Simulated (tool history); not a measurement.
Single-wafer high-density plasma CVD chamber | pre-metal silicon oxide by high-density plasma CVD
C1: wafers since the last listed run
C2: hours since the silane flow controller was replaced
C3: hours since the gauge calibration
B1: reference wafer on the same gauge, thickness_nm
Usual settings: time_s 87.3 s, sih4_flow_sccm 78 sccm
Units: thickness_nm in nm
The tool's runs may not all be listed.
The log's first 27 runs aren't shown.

{"run": 28, "hour": 1561.5, "time_s": 87.3, "sih4_flow_sccm": 78, "C1": 614, "C2": 1537.6, "C3": 1330, "B1": 685.849, "thickness_nm": 751.201}
{"run": 29, "hour": 1598.1, "time_s": 103, "sih4_flow_sccm": 85, "C1": 495, "C2": 1574.2, "C3": 1366.6, "B1": 685.872, "thickness_nm": 946.973}
{"run": 30, "hour": 1647.6, "time_s": 87.3, "sih4_flow_sccm": 78, "C1": 669, "C2": 1623.7, "C3": 1416.1, "B1": 686.041, "thickness_nm": 748.252}
{"hour": 1657.8, "done": "gauge calibrated"}
{"run": 31, "hour": 1681.9, "time_s": 87.3, "sih4_flow_sccm": 78, "C1": 464, "C2": 1658, "C3": 24.1, "B1": 686.233, "thickness_nm": 749.698}
{"run": 32, "hour": 1744.3, "time_s": 99.8, "sih4_flow_sccm": 84, "C1": 844, "C2": 1720.4, "C3": 86.5, "B1": 686.734, "thickness_nm": 922.362}
{"run": 33, "hour": 1798.5, "time_s": 101.2, "sih4_flow_sccm": 83, "C1": 733, "C2": 1774.6, "C3": 140.7, "B1": 686.084, "thickness_nm": 918.356}
{"run": 34, "hour": 1846.1, "time_s": 77.4, "sih4_flow_sccm": 63, "C1": 644, "C2": 1822.2, "C3": 188.3, "B1": 687.25, "thickness_nm": 566.274}
{"hour": 1894.2, "done": "silane flow controller replaced"}
{"run": 35, "hour": 1894.7, "time_s": 87.3, "sih4_flow_sccm": 92, "C1": 549, "C2": 0.5, "C3": 236.9, "B1": 684.964, "thickness_nm": 823.131}
{"run": 36, "hour": 1925.8, "time_s": 98.7, "sih4_flow_sccm": 78, "C1": 420, "C2": 31.6, "C3": 268, "B1": 685.752, "thickness_nm": 813.249}
{"run": 37, "hour": 1952.6, "time_s": 87.3, "sih4_flow_sccm": 78, "C1": 362, "C2": 58.4, "C3": 294.8, "B1": 685.896, "thickness_nm": 715.649}
{"run": 38, "hour": 1978.5, "time_s": 101.2, "sih4_flow_sccm": 83, "C1": 350, "C2": 84.3, "C3": 320.7, "B1": 685.701, "thickness_nm": 876.752}
{"run": 39, "hour": 2151.0, "time_s": 101.9, "sih4_flow_sccm": 69, "C1": 2334, "C2": 256.8, "C3": 493.2, "B1": 686.313, "thickness_nm": 759.548}
{"run": 40, "hour": 2190.6, "time_s": 87.3, "sih4_flow_sccm": 82, "C1": 535, "C2": 296.4, "C3": 532.8, "B1": 686.315, "thickness_nm": 753.076}
{"run": 41, "hour": 2224.9, "time_s": 104.2, "sih4_flow_sccm": 78, "C1": 464, "C2": 330.7, "C3": 567.1, "B1": 685.902, "thickness_nm": 856.461}
{"run": 42, "hour": 2272.9, "time_s": 94.5, "sih4_flow_sccm": 89, "C1": 649, "C2": 378.7, "C3": 615.1, "B1": 685.015, "thickness_nm": 864.888}
{"run": 43, "hour": 2339.8, "time_s": 98.8, "sih4_flow_sccm": 93, "C1": 905, "C2": 445.6, "C3": 682, "B1": 686.444, "thickness_nm": 937.955}
{"run": 44, "hour": 2399.4, "time_s": 87.3, "sih4_flow_sccm": 78, "C1": 806, "C2": 505.2, "C3": 741.6, "B1": 685.512, "thickness_nm": 724.865}
{"run": 45, "hour": 2466.4, "time_s": 94, "sih4_flow_sccm": 85, "C1": 906, "C2": 572.2, "C3": 808.6, "B1": 686.557, "thickness_nm": 836.264}
{"run": 46, "hour": 2522.3, "time_s": 87.3, "sih4_flow_sccm": 78, "C1": 756, "C2": 628.1, "C3": 864.5, "B1": 686.886, "thickness_nm": 717.455}

Forecast each of these 3 alternatives for the next run:
{"run": "A", "hour": 2522.7, "time_s": 87.3, "sih4_flow_sccm": 78, "C1": 5, "C2": 628.5, "C3": 864.9, "B1": "?", "thickness_nm": "?"}
{"run": "B", "hour": 2522.7, "time_s": 104.2, "sih4_flow_sccm": 84, "C1": 5, "C2": 628.5, "C3": 864.9, "B1": "?", "thickness_nm": "?"}
{"run": "C", "hour": 2522.7, "time_s": 80.2, "sih4_flow_sccm": 62, "C1": 5, "C2": 628.5, "C3": 864.9, "B1": "?", "thickness_nm": "?"}

run=A B1=685.46 thickness_nm=721.299
run=B B1=685.46 thickness_nm=915.022
run=C B1=685.46 thickness_nm=551.619
Without the tool's hidden state the same runs would have given:
run=A thickness_nm=718.501
run=B thickness_nm=911.472
run=C thickness_nm=549.479

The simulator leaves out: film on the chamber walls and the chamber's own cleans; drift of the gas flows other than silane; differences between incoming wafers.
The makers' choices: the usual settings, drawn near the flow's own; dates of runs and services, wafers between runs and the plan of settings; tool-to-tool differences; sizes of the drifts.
